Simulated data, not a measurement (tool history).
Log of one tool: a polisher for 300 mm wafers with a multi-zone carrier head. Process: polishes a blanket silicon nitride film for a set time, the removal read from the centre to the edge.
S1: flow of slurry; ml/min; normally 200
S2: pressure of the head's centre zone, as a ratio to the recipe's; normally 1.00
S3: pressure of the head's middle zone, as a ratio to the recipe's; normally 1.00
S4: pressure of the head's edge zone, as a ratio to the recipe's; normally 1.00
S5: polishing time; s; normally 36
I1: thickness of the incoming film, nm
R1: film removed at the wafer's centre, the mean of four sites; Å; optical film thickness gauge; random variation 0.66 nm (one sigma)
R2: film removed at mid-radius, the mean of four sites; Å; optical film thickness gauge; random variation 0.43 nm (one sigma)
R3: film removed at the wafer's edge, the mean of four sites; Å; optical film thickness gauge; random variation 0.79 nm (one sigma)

run,day,S1,S2,S3,S4,S5,I1,R1,R2,R3
1,0.000,200,1.00,1.00,1.00,36,360.4,566,601,596
# day 0.725: slurry nozzle cleaned
# day 2.446: centre zone pressure recalibrated
2,2.788,200,1.00,1.00,1.00,36,361.7,546,598,603
3,5.325,200,1.00,1.00,1.00,40,355.6,587,663,669
4,9.246,200,1.00,1.00,1.00,36,355.6,522,596,593
5,12.733,200,1.00,1.00,1.00,36,362.0,521,602,599
# day 13.771: carrier head's membrane replaced by a new one
# day 15.658: centre zone pressure recalibrated, repeated, since the last time left the tool worse
6,17.217,200,1.00,1.00,1.00,36,363.6,605,588,609
7,20.375,200,1.00,0.91,1.00,36,354.9,583,552,597
# day 22.004: worn pad replaced by a new one
# day 22.596: slurry nozzle cleaned
8,27.242,245,1.00,1.00,1.00,36,353.2,589,616,613
# day 28.746: edge zone pressure recalibrated
9,31.679,200,1.05,1.00,1.00,43,360.1,724,713,712
10,33.358,200,1.00,1.00,1.00,25,366.4,396,416,421
11,35.117,150,0.93,0.89,1.05,36,353.2,504,516,595
12,37.671,175,0.90,1.05,1.00,31,358.1,436,530,506
13,41.558,180,1.00,0.90,1.06,26,367.9,409,390,444
# day 42.992: worn pad replaced by a new one
# day 43.442: slurry nozzle cleaned
14,44.808,200,1.05,1.00,0.89,36,357.7,597,600,558
# day 45.354: centre zone pressure recalibrated
15,46.412,200,1.00,1.00,1.10,36,364.0,596,604,634
16,49.621,230,1.04,1.10,1.00,36,357.1,631,662,606
17,52.571,200,1.00,1.00,1.00,36,354.5,574,597,596
18,55.217,200,1.07,1.00,1.00,45,358.7,753,748,745
19,58.762,265,1.00,0.97,1.04,30,364.3,483,498,521
20,61.029,200,1.00,1.06,1.00,36,357.9,581,625,607
21,63.092,200,1.00,1.00,1.00,36,357.7,557,598,593
# day 64.754: slurry nozzle cleaned
# day 65.012: worn pad replaced by a new one
22,67.592,200,1.00,1.00,1.00,36,361.7,560,598,604

4 ways to go on from here, each from the tool as it stands after run 22. What would each give?
A,67.608,140,1.00,1.00,1.00,36,365.9,?,?,?
B,67.608,200,1.00,1.05,1.00,36,365.9,?,?,?
C,67.608,200,1.10,0.92,0.95,36,365.9,?,?,?
D,67.608,200,0.90,1.00,1.00,36,365.9,?,?,?

run,R1,R2,R3
A,529,571,569
B,566,632,594
C,623,565,581
D,508,606,595
Take away the tool's hidden state, keep each run's random variation, and the runs would have read:
run,R1,R2,R3
A,572,571,569
B,612,631,594
C,673,565,581
D,550,606,595
